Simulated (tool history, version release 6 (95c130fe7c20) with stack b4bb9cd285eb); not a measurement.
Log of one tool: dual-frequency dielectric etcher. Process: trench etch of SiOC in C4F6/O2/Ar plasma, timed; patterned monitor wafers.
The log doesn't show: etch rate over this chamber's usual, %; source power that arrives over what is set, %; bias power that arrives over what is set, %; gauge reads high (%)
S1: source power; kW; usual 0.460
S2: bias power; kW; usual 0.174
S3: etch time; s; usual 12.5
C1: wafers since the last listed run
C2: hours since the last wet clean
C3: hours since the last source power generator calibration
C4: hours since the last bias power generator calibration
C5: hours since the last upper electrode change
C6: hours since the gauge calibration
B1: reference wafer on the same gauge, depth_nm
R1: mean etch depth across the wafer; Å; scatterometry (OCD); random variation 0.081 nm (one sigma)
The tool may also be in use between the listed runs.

run   hour     S1     S2    S3   C1     C2      C3      C4      C5     C6     B1     R1
  1    0.0  0.460  0.174  12.5    0  531.1  2224.1  1532.7  5035.8   98.1  28.68  297.3
  2   16.6  0.460  0.174  12.5  190  547.7  2240.7  1549.3  5052.4  114.7  28.70  296.2
  3   23.9  0.390  0.174  12.5   83  555.0  2248.0  1556.6  5059.7  122.0  28.69  276.7
  4   33.5  0.390  0.174  12.5  110  564.6  2257.6  1566.2  5069.3  131.6  28.72  278.0
  5   43.3  0.390  0.174  12.5  112  574.4  2267.4  1576.0  5079.1  141.4  28.69  277.6
      61.7  -- source power generator calibrated
      72.8  -- upper electrode replaced, of another model than before
  6   73.3  0.460  0.174  12.5  170  604.4    11.6  1606.0     0.5  171.4  28.70  298.6
     100.9  -- gauge calibrated
     102.8  -- wet clean of the chamber
  7  103.3  0.460  0.174  12.5   68    0.5    41.6  1636.0    30.5    2.4  28.70  282.0
  8  103.6  0.460  0.174  12.5    3    0.8    41.9  1636.3    30.8    2.7  28.70  283.4
     108.9  -- bias power generator calibrated
  9  109.4  0.460  0.174  12.5   20    6.6    47.7     0.5    36.6    8.5  28.72  282.0
 10  112.6  0.460  0.198  13.5   36    9.8    50.9     3.7    39.8   11.7  28.69  325.0
 11  119.7  0.360  0.174  12.5   81   16.9    58.0    10.8    46.9   18.8  28.68  262.1
 12  126.8  0.460  0.158  15.5   81   24.0    65.1    17.9    54.0   25.9  28.71  337.5
 13  135.4  0.460  0.174  12.5   98   32.6    73.7    26.5    62.6   34.5  28.68  283.3
 14  144.1  0.560  0.174  12.5   99   41.3    82.4    35.2    71.3   43.2  28.71  302.8
 15  154.1  0.460  0.148  12.5  114   51.3    92.4    45.2    81.3   53.2  28.70  264.5
 16  160.3  0.460  0.174  15.5   71   57.5    98.6    51.4    87.5   59.4  28.73  352.3
 17  166.5  0.460  0.174  12.5   71   63.7   104.8    57.6    93.7   65.6  28.72  285.0
 18  177.9  0.460  0.174  12.5  130   75.1   116.2    69.0   105.1   77.0  28.68  283.2
 19  184.1  0.460  0.174  16.0   71   81.3   122.4    75.2   111.3   83.2  28.72  365.0

4 ways to go on from here, each from the tool as it stands after run 19. What would each give?
  A  184.5  0.460  0.142  12.5   4  81.7  122.8  75.6  111.7  83.6   ?   ?
  B  184.5  0.460  0.174   9.5   4  81.7  122.8  75.6  111.7  83.6   ?   ?
  C  184.5  0.460  0.130  15.5   4  81.7  122.8  75.6  111.7  83.6   ?   ?
  D  184.5  0.460  0.207  12.5   4  81.7  122.8  75.6  111.7  83.6   ?   ?

run     B1     R1
  A  28.71  261.6
  B  28.71  217.6
  C  28.71  311.6
  D  28.71  308.9
Without the tool's hidden state the same runs would have given:
run     R1
  A  260.6
  B  216.8
  C  310.4
  D  307.7

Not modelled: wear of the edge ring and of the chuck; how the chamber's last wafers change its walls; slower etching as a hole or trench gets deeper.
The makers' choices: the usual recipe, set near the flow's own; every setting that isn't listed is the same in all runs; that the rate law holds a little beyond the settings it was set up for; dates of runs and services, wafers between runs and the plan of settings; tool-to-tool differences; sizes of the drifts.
